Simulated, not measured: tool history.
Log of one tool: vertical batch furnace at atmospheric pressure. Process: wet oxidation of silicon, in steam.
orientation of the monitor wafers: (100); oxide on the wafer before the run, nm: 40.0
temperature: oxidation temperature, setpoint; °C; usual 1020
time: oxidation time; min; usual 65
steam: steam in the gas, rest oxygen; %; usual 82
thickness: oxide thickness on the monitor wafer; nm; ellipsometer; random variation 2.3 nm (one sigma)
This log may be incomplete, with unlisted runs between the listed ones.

run    hour  temperature  time  steam  wafers since the last listed run  hours since the last temperature calibration  hours since the steam generator was serviced  hours since the gauge calibration  read-back reference wafer on the same gauge, thickness  thickness
  1       0         1020    65     82                                 0                                          1598                                        2532.2                              532.1                                                  514.17     479.87
  2    50.7         1020  51.5     82                               978                                        1648.7                                        2582.9                              582.8                                                  514.13     413.51
  3   118.6         1020  44.5     82                              1309                                        1716.6                                        2650.8                              650.7                                                  513.87     374.11
  4   199.8         1020  44.5     82                              1566                                        1797.8                                          2732                              731.9                                                   514.3     375.68
  5   476.5         1020  44.5     82                              5338                                        2074.5                                        3008.7                             1008.6                                                     514     373.32
  6   538.6         1010    65     82                              1198                                        2136.6                                        3070.8                             1070.7                                                  513.84     443.53
  7   585.8         1010    65     82                               910                                        2183.8                                          3118                             1117.9                                                  514.43     441.18
  8   637.6         1010    65     82                               999                                        2235.6                                        3169.8                             1169.7                                                  513.99      443.9
  9   737.4         1020    65     89                              1925                                        2335.4                                        3269.6                             1269.5                                                  513.41     493.19
 10   811.6         1020    65     89                              1431                                        2409.6                                        3343.8                             1343.7                                                  514.14     500.08
 11  1034.9         1020    65     82                              4308                                        2632.9                                        3567.1                               1567                                                  514.09     462.41
 12  1099.5         1020    65     82                              1246                                        2697.5                                        3631.7                             1631.6                                                  514.19      466.9
 13  1167.2         1012  89.5     82                              1306                                        2765.2                                        3699.4                             1699.3                                                  513.98      540.7
     1208.3  -- gauge calibrated
 14  1232.6         1020    65     76                              1261                                        2830.6                                        3764.8                               24.3                                                  513.86     441.71
 15  1453.2         1020  92.5     82                              4255                                        3051.2                                        3985.4                              244.9                                                  514.19     578.15
 16  1508.9         1020    65     82                              1074                                        3106.9                                        4041.1                              300.6                                                  513.38     458.48
     1635.2  -- thermocouples replaced and temperature profile calibrated
     1639.5  -- steam generator serviced
 17    1640         1020    65     76                              1982                                           4.8                                           0.5                              431.7                                                  513.38     469.32
 18  1735.1         1032    65     82                              1834                                          99.9                                          95.6                              526.8                                                  514.03     520.76
 19  1834.6         1027    65     82                              1919                                         199.4                                         195.1                              626.3                                                  513.98      510.3
 20  1941.5         1036    65     82                              2062                                         306.3                                           302                              733.2                                                  514.25     536.24
 21  1979.9         1042  93.5     82                               740                                         344.7                                         340.4                              771.6                                                   514.6     689.51
 22  2058.3         1020    65     74                              1512                                         423.1                                         418.8                                850                                                  514.55     463.34
 23  2164.9         1020    65     93                              2056                                         529.7                                         525.4                              956.6                                                  513.83     534.67
 24  2260.2         1012  89.5     82                              1838                                           625                                         620.7                             1051.9                                                  514.07     569.02

What was the tool's hidden state at every run in the log?
true tube temperature minus thermocouple reading, K: 0 at every run
gauge reads high (%): 0 at every run
H1: steam share off its setpoint, % of the setpoint
run      H1
  1   -4.54
  2   -4.67
  3   -4.86
  4   -5.09
  5   -5.93
  6   -6.13
  7   -6.28
  8   -6.46
  9    -6.8
 10   -7.05
 11   -7.87
 12   -8.12
 13   -8.38
 14   -8.64
 15   -9.54
 16   -9.78
 17   -0.45
 18  -0.455
 19   -0.47
 20  -0.498
 21  -0.511
 22  -0.542
 23  -0.596
 24  -0.653
